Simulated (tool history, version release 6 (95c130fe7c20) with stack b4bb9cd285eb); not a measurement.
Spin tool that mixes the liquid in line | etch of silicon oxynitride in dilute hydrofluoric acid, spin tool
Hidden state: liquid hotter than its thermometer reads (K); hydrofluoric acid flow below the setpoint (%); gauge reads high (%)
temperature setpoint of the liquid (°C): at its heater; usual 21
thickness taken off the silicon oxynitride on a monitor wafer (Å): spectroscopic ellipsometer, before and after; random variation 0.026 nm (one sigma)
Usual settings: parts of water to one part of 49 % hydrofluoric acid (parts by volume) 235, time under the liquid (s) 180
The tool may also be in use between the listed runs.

run,hour,temperature setpoint of the liquid (°C),parts of water to one part of 49 % hydrofluoric acid (parts by volume),time under the liquid (s),wafers since the last listed run,hours since the thermometer was replaced,hours since the hydrofluoric acid flow meter was replaced,hours since the gauge calibration,"read-back film thickness of the silicon oxynitride reference wafer, read on the same gauge (nm)",thickness taken off the silicon oxynitride on a monitor wafer (Å)
1,0,21,235,180,0,1285.1,885.3,762,110.01,11.23
2,22.1,21,235,180,114,1307.2,907.4,784.1,109.996,11.95
3,38.7,21,235,240,85,1323.8,924,800.7,110.022,15.89
4,51.3,21,235,240,65,1336.4,936.6,813.3,110.019,15.72
5,80.4,21,235,240,150,1365.5,965.7,842.4,110.005,15.96
6,99.3,21,235,180,97,1384.4,984.6,861.3,109.982,11.84
7,131.1,21,235,180,164,1416.2,1016.4,893.1,110.025,11.83
8,161.3,21,235,230,156,1446.4,1046.6,923.3,109.994,15.05
9,196.1,21,235,180,180,1481.2,1081.4,958.1,110.018,10.92
# hour 205.3: gauge calibrated
10,212.1,23.5,235,180,82,1497.2,1097.4,6.8,109.97,12.87
11,230.6,23.5,235,180,95,1515.7,1115.9,25.3,110,12.76
12,250.5,23.5,235,180,103,1535.6,1135.8,45.2,109.994,12.71
13,270.6,17.5,235,180,104,1555.7,1155.9,65.3,109.991,9.85
14,296.3,17.5,235,180,133,1581.4,1181.6,91,110.009,9.72
15,313.4,18,235,180,88,1598.5,1198.7,108.1,109.994,9.62
16,338.6,21,235,180,130,1623.7,1223.9,133.3,110.016,11.53
17,430,23,190,180,473,1715.1,1315.3,224.7,110.001,15.26
# hour 431.8: hydrofluoric acid flow meter replaced
18,453.8,21,235,135,118,1738.9,22,248.5,110.021,10.23
# hour 496.4: thermometer replaced
19,511.4,21,150,180,293,15,79.6,306.1,110.004,21.66
20,530,21,300,180,96,33.6,98.2,324.7,110.006,9.95
21,559.4,25.5,125,215,152,63,127.6,354.1,109.988,39.12
22,594.2,21,235,180,180,97.8,162.4,388.9,109.982,12.5
23,623.3,21,235,180,150,126.9,191.5,418,109.999,13.49
24,646.6,21,235,180,120,150.2,214.8,441.3,110.004,12.98
25,679.2,21,235,150,168,182.8,247.4,473.9,109.994,11.04
26,707.3,25.5,125,215,145,210.9,275.5,502,110,39.05
27,723.8,21,115,120,85,227.4,292,518.5,110.023,19.75
28,737.6,25.5,160,100,71,241.2,305.8,532.3,110.008,13.42
29,756.1,17,120,180,95,259.7,324.3,550.8,109.968,22.97
30,775.1,21,235,285,98,278.7,343.3,569.8,109.987,20.35
31,809,19.5,300,215,175,312.6,377.2,603.7,109.999,11.12
32,832.9,21,235,180,123,336.5,401.1,627.6,109.994,12.55
33,851,17,200,180,93,354.6,419.2,645.7,109.99,12.41
34,865.2,21,235,180,73,368.8,433.4,659.9,110.013,12.28

Hidden state at the last listed run before each entry between runs and at the first one after, where it differs:
Between runs 9 and 10: gauge calibrated (hour 205.3)
  hydrofluoric acid flow below the setpoint (%): 11.8 -> 11.9
  measured less the result without the state, thickness taken off the silicon oxynitride on a monitor wafer (Å): -1.71 -> -2.07
Between runs 17 and 18: hydrofluoric acid flow meter replaced (hour 431.8)
  hydrofluoric acid flow below the setpoint (%): 13.7 -> 0.484
  measured less the result without the state, thickness taken off the silicon oxynitride on a monitor wafer (Å): -2.81 -> -0.06
Between runs 18 and 19: thermometer replaced (hour 496.4)
  hydrofluoric acid flow below the setpoint (%): 0.484 -> 0.951
  measured less the result without the state, thickness taken off the silicon oxynitride on a monitor wafer (Å): -0.06 -> -0.23

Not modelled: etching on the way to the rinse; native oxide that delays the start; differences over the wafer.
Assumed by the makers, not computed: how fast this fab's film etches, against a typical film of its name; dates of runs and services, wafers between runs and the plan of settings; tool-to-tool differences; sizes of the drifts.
